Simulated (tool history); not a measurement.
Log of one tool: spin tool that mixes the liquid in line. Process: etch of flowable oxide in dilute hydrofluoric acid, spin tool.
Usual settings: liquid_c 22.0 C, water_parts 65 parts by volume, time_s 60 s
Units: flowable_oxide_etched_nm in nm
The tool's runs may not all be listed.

run     day  liquid_c  water_parts  time_s  read-back film thickness of the flowable oxide reference wafer, read on the same gauge (nm)  flowable_oxide_etched_nm
  1   0.000      22.0           65      60                                                                                        99.95                     33.57
  2   2.221      22.0           65      60                                                                                       100.02                     32.83
  3   3.892      22.0           65      60                                                                                        99.97                     33.72
  4   7.058      22.0           65      75                                                                                       100.01                     42.05
  5   9.958      22.0           65      75                                                                                       100.00                     42.14
  6  13.088      22.0           65      60                                                                                       100.01                     33.60
  7  14.800      22.0           65      60                                                                                       100.02                     33.29
  8  16.908      22.0           65      60                                                                                        99.97                     33.81
  9  21.167      22.0           65      60                                                                                        99.99                     34.23
 10  24.592      22.0           65      60                                                                                       100.00                     34.30
     25.475  -- thermometer replaced
 11  26.379      25.5           75      60                                                                                       100.03                     29.75
 12  29.271      25.5           75      60                                                                                       100.03                     30.09
 13  32.988      22.0           65      60                                                                                        99.98                     30.77
 14  35.804      22.0           65      60                                                                                        99.97                     30.60
 15  39.650      22.0           65      30                                                                                        99.94                     15.45
     43.367  -- hydrofluoric acid flow meter replaced
 16  46.417      20.5           65      45                                                                                        99.99                     21.69
 17  49.800      22.0           65      75                                                                                       100.05                     39.06
     49.858  -- gauge calibrated
 18  51.575      19.0           65      75                                                                                        99.97                     34.02
 19  54.008      22.0           65      60                                                                                       100.07                     31.12
 20  57.742      18.0           50      80                                                                                        99.96                     46.58
 21  61.446      22.0           65      85                                                                                        99.98                     43.59
 22  64.912      22.0           85      90                                                                                       100.03                     35.50
 23  66.542      17.5           40      80                                                                                       100.05                     58.28
 24  69.512      24.0           95      80                                                                                        99.98                     30.15
 25  72.838      22.0           45      80                                                                                        99.96                     62.68
 26  76.908      23.5           65      60                                                                                        99.94                     33.79
 27  79.067      22.0           35      60                                                                                       100.02                     62.12
 28  81.992      22.0           45      60                                                                                       100.07                     47.79

3 ways to go on from here, each from the tool as it stands after run 28. What would each give?
  A  82.008      20.5           65      60                                                                                            ?                         ?
  B  82.008      22.0           55      70                                                                                            ?                         ?
  C  82.008      22.0           45      70                                                                                            ?                         ?

run  read-back film thickness of the flowable oxide reference wafer, read on the same gauge (nm)  flowable_oxide_etched_nm
  A                                                                                       100.02                     30.00
  B                                                                                       100.02                     44.57
  C                                                                                       100.02                     55.19
Without the tool's hidden state the same runs would have given:
run  flowable_oxide_etched_nm
  A                     28.29
  B                     42.04
  C                     52.04
